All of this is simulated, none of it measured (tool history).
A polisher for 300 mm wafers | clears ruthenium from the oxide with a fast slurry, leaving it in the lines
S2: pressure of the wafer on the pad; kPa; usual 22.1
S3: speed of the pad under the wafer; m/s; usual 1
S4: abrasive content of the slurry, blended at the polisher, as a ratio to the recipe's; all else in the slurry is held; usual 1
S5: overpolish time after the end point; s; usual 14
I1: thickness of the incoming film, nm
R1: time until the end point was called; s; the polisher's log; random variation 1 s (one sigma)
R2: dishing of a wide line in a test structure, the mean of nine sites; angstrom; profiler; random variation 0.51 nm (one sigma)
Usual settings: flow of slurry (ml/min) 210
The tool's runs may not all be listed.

{"run": 1, "hour": 0.0, "flow of slurry (ml/min)": 210, "S2": 22.1, "S3": 1, "S4": 1, "S5": 14, "I1": 257.7, "R1": 55.7, "R2": 467}
{"run": 2, "hour": 10.9, "flow of slurry (ml/min)": 210, "S2": 22.1, "S3": 1, "S4": 1, "S5": 19, "I1": 262.1, "R1": 56.1, "R2": 606}
{"run": 3, "hour": 24.3, "flow of slurry (ml/min)": 210, "S2": 22.1, "S3": 1, "S4": 1, "S5": 19, "I1": 263.8, "R1": 55.7, "R2": 609}
{"run": 4, "hour": 32.9, "flow of slurry (ml/min)": 210, "S2": 22.1, "S3": 1, "S4": 1, "S5": 14, "I1": 260.8, "R1": 58, "R2": 468}
{"run": 5, "hour": 44.8, "flow of slurry (ml/min)": 210, "S2": 22.1, "S3": 1, "S4": 1, "S5": 14, "I1": 255.5, "R1": 54.7, "R2": 459}
{"run": 6, "hour": 51.0, "flow of slurry (ml/min)": 180, "S2": 22.1, "S3": 1, "S4": 1, "S5": 14, "I1": 260.6, "R1": 55.9, "R2": 454}
{"run": 7, "hour": 68.6, "flow of slurry (ml/min)": 180, "S2": 22.1, "S3": 1, "S4": 1, "S5": 14, "I1": 263.2, "R1": 58.5, "R2": 452}
{"run": 8, "hour": 80.8, "flow of slurry (ml/min)": 225, "S2": 22.1, "S3": 1, "S4": 1, "S5": 14, "I1": 259.1, "R1": 58, "R2": 461}
{"hour": 87.7, "done": "slurry nozzle cleaned"}
{"run": 9, "hour": 89.4, "flow of slurry (ml/min)": 210, "S2": 22.1, "S3": 1, "S4": 1, "S5": 14, "I1": 263.3, "R1": 56.7, "R2": 443}
{"run": 10, "hour": 102.2, "flow of slurry (ml/min)": 245, "S2": 26.2, "S3": 1, "S4": 1, "S5": 14, "I1": 261.6, "R1": 48.8, "R2": 533}
{"run": 11, "hour": 116.4, "flow of slurry (ml/min)": 210, "S2": 15.2, "S3": 1, "S4": 1, "S5": 14, "I1": 262.1, "R1": 83.4, "R2": 318}
{"run": 12, "hour": 122.6, "flow of slurry (ml/min)": 210, "S2": 22.1, "S3": 1, "S4": 1, "S5": 14, "I1": 259.5, "R1": 58.8, "R2": 441}
{"run": 13, "hour": 129.0, "flow of slurry (ml/min)": 210, "S2": 22.1, "S3": 0.66, "S4": 1, "S5": 20, "I1": 262.5, "R1": 77.2, "R2": 486}
{"hour": 134.5, "done": "worn pad replaced by a new one"}
{"hour": 135.6, "done": "head pressure recalibrated"}
{"run": 14, "hour": 139.3, "flow of slurry (ml/min)": 210, "S2": 22.1, "S3": 1, "S4": 1.15, "S5": 10, "I1": 264.6, "R1": 51.6, "R2": 368}
{"run": 15, "hour": 151.4, "flow of slurry (ml/min)": 180, "S2": 22.1, "S3": 1, "S4": 1, "S5": 14, "I1": 258.2, "R1": 57.6, "R2": 446}
{"run": 16, "hour": 160.2, "flow of slurry (ml/min)": 210, "S2": 22.1, "S3": 1, "S4": 1, "S5": 14, "I1": 259.5, "R1": 56, "R2": 464}
{"hour": 164.1, "done": "slurry blender recalibrated"}
{"run": 17, "hour": 178.0, "flow of slurry (ml/min)": 210, "S2": 22.1, "S3": 1, "S4": 1, "S5": 14, "I1": 260.5, "R1": 55.8, "R2": 458}
{"run": 18, "hour": 190.9, "flow of slurry (ml/min)": 190, "S2": 22.1, "S3": 1.2, "S4": 1, "S5": 14, "I1": 258.7, "R1": 51.3, "R2": 505}
{"run": 19, "hour": 206.0, "flow of slurry (ml/min)": 210, "S2": 22.1, "S3": 1, "S4": 1, "S5": 18, "I1": 263.2, "R1": 58.3, "R2": 567}

The tool's hidden state at each run:
slurry flow missing at the pad, %: 0 in every run
deviation of the head's pressure from its setpoint, %: 0 in every run
abrasive missing from the slurry, %: 0 in every run
H1: removal rate lost through wear of the pad, %
run=1 H1=0.252
run=2 H1=0.433
run=3 H1=0.726
run=4 H1=0.956
run=5 H1=1.33
run=6 H1=1.54
run=7 H1=2.25
run=8 H1=2.82
run=9 H1=3.26
run=10 H1=3.97
run=11 H1=4.85
run=12 H1=5.26
run=13 H1=5.7
run=14 H1=0.815
run=15 H1=0.872
run=16 H1=0.953
run=17 H1=1.22
run=18 H1=1.5
run=19 H1=1.92
